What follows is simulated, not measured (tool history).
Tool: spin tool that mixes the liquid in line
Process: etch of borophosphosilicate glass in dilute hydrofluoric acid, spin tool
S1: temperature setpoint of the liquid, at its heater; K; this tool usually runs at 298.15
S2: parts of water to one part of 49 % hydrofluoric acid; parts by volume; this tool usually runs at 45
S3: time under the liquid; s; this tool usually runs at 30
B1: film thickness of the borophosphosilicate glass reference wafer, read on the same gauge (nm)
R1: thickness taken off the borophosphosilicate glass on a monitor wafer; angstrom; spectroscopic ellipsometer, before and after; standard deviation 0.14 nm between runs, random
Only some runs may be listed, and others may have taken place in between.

Run 1, hour 0.0: usual settings; B1 140.04. Result: R1 382.2 angstrom.
Run 2, hour 21.7: usual settings but S3 25 s; B1 140.02. Result: R1 318.5 angstrom.
Run 3, hour 34.3: usual settings but S3 25 s; B1 140.01. Result: R1 316.7 angstrom.
Run 4, hour 63.9: usual settings but S3 25 s; B1 140.00. Result: R1 317.0 angstrom.
Run 5, hour 80.7: usual settings; B1 140.03. Result: R1 379.9 angstrom.
Run 6, hour 115.7: usual settings; B1 140.03. Result: R1 381.9 angstrom.
Run 7, hour 149.8: usual settings; B1 140.00. Result: R1 377.9 angstrom.
Run 8, hour 178.9: usual settings; B1 140.00. Result: R1 381.2 angstrom.
Run 9, hour 213.7: usual settings; B1 139.98. Result: R1 378.9 angstrom.
Run 10, hour 244.3: usual settings; B1 139.98. Result: R1 383.5 angstrom.
Run 11, hour 277.9: usual settings but S1 294.65 K, S2 55 parts by volume; B1 139.97. Result: R1 266.6 angstrom.
Run 12, hour 295.7: usual settings but S1 300.15 K, S2 35 parts by volume, S3 45 s; B1 140.02. Result: R1 812.1 angstrom.
Run 13, hour 310.9: usual settings; B1 140.01. Result: R1 380.4 angstrom.
Run 14, hour 327.5: usual settings but S1 296.15 K, S3 35 s; B1 140.00. Result: R1 408.9 angstrom.
Run 15, hour 356.4: usual settings but S1 296.15 K; B1 140.00. Result: R1 352.7 angstrom.
At hour 372.6: thermometer replaced.
Run 16, hour 386.1: usual settings but S3 15 s; B1 139.99. Result: R1 207.6 angstrom.
At hour 393.2: hydrofluoric acid flow meter replaced.
Run 17, hour 418.8: usual settings but S1 294.15 K, S2 30 parts by volume, S3 15 s; B1 139.99. Result: R1 233.2 angstrom.
Run 18, hour 431.7: usual settings but S2 50 parts by volume; B1 139.98. Result: R1 323.0 angstrom.
At hour 432.3: gauge calibrated.
Run 19, hour 460.1: usual settings but S2 30 parts by volume, S3 40 s; B1 139.96. Result: R1 735.5 angstrom.
Run 20, hour 523.2: usual settings; B1 140.02. Result: R1 360.7 angstrom.
Run 21, hour 554.2: usual settings; B1 139.99. Result: R1 362.2 angstrom.
Run 22, hour 568.7: usual settings; B1 139.99. Result: R1 363.4 angstrom.

For each run, what was the tool's unlogged condition?
gauge reads high (%): 0 in every run
H1: liquid colder than its thermometer reads (K)
H2: hydrofluoric acid flow above the setpoint (%)
run     H1     H2
  1   2.03   13.2
  2   2.04   13.4
  3   2.05   13.4
  4   2.07   13.6
  5   2.09   13.7
  6   2.11   13.9
  7   2.14   14.1
  8   2.16   14.3
  9   2.18   14.5
 10   2.21   14.6
 11   2.23   14.8
 12   2.24   14.9
 13   2.26     15
 14   2.27   15.1
 15   2.29   15.3
 16  0.186   15.4
 17  0.211  0.409
 18   0.22  0.482
 19  0.241  0.643
 20  0.288      1
 21  0.311   1.18
 22  0.321   1.26
